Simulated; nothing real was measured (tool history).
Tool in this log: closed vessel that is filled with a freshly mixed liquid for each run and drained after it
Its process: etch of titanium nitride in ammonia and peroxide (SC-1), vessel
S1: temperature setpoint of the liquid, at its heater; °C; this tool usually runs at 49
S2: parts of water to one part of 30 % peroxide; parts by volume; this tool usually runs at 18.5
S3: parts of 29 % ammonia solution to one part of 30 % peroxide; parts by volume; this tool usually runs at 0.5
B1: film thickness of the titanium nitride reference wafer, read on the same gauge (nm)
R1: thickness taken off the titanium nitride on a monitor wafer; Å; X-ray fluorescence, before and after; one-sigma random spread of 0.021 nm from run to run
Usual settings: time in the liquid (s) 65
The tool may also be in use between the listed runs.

run 1 hour=0 | S1=49 S2=18.5 S3=0.5 time_in_the_liquid_(s)=65 | B1=99.965 | R1=36.83
-- hour=6.6 gauge calibrated
run 2 hour=12.6 | S1=49 S2=18.5 S3=0.5 time_in_the_liquid_(s)=65 | B1=100.002 | R1=37.11
run 3 hour=32 | S1=49 S2=18.5 S3=0.5 time_in_the_liquid_(s)=50 | B1=99.994 | R1=28.35
run 4 hour=62.4 | S1=49 S2=18.5 S3=0.5 time_in_the_liquid_(s)=65 | B1=100.012 | R1=36.68
run 5 hour=80 | S1=49 S2=18.5 S3=0.5 time_in_the_liquid_(s)=65 | B1=99.997 | R1=36.18
run 6 hour=101.1 | S1=43 S2=18.5 S3=0.5 time_in_the_liquid_(s)=90 | B1=99.934 | R1=32.88
-- hour=115.8 ammonia flow meter replaced
run 7 hour=130.6 | S1=43 S2=18.5 S3=0.5 time_in_the_liquid_(s)=90 | B1=100.013 | R1=32.69
run 8 hour=153.8 | S1=49 S2=24 S3=0.5 time_in_the_liquid_(s)=65 | B1=100.016 | R1=31.42
-- hour=158.4 new drum of ammonia solution connected
run 9 hour=178 | S1=49 S2=24 S3=0.5 time_in_the_liquid_(s)=65 | B1=100.016 | R1=31.6
-- hour=190.5 thermometer replaced
run 10 hour=193.7 | S1=49 S2=18.5 S3=0.5 time_in_the_liquid_(s)=75 | B1=100.001 | R1=49.98
run 11 hour=209 | S1=56.5 S2=27 S3=0.3 time_in_the_liquid_(s)=90 | B1=99.975 | R1=73.69
run 12 hour=223.6 | S1=49 S2=18.5 S3=0.5 time_in_the_liquid_(s)=65 | B1=100.013 | R1=43.54
run 13 hour=243.7 | S1=57 S2=12.5 S3=0.25 time_in_the_liquid_(s)=65 | B1=100.021 | R1=82.01
run 14 hour=258.2 | S1=49 S2=18.5 S3=0.5 time_in_the_liquid_(s)=65 | B1=99.991 | R1=43.36
run 15 hour=271.6 | S1=49 S2=18.5 S3=0.3 time_in_the_liquid_(s)=65 | B1=100 | R1=39.15
-- hour=284 gauge calibrated
run 16 hour=300.5 | S1=40 S2=18.5 S3=0.5 time_in_the_liquid_(s)=50 | B1=100.014 | R1=17.13
run 17 hour=321.2 | S1=49 S2=18.5 S3=0.45 time_in_the_liquid_(s)=35 | B1=99.942 | R1=22.63
run 18 hour=345.7 | S1=42 S2=14 S3=0.5 time_in_the_liquid_(s)=105 | B1=99.965 | R1=48.8
run 19 hour=380.9 | S1=54 S2=16 S3=0.75 time_in_the_liquid_(s)=40 | B1=99.973 | R1=43.14

5 ways to go on from here, each from the tool as it stands after run 19. What would each give?
run A hour=381.6 | S1=49 S2=18.5 S3=0.5 time_in_the_liquid_(s)=65 | B1=? | R1=?
run B hour=381.6 | S1=49 S2=18.5 S3=0.4 time_in_the_liquid_(s)=65 | B1=? | R1=?
run C hour=381.6 | S1=49 S2=18.5 S3=0.25 time_in_the_liquid_(s)=50 | B1=? | R1=?
run D hour=381.6 | S1=49 S2=18.5 S3=0.6 time_in_the_liquid_(s)=50 | B1=? | R1=?
run E hour=381.6 | S1=49 S2=18.5 S3=0.5 time_in_the_liquid_(s)=100 | B1=? | R1=?

run=A B1=100 R1=42.8
run=B B1=100 R1=41.06
run=C B1=100 R1=28.88
run=D B1=100 R1=34.04
run=E B1=100 R1=65.85
With the hidden condition removed and each run's random variation left untouched, the same runs would have given:
run=A R1=43.96
run=B R1=42.17
run=C R1=29.66
run=D R1=34.96
run=E R1=67.63
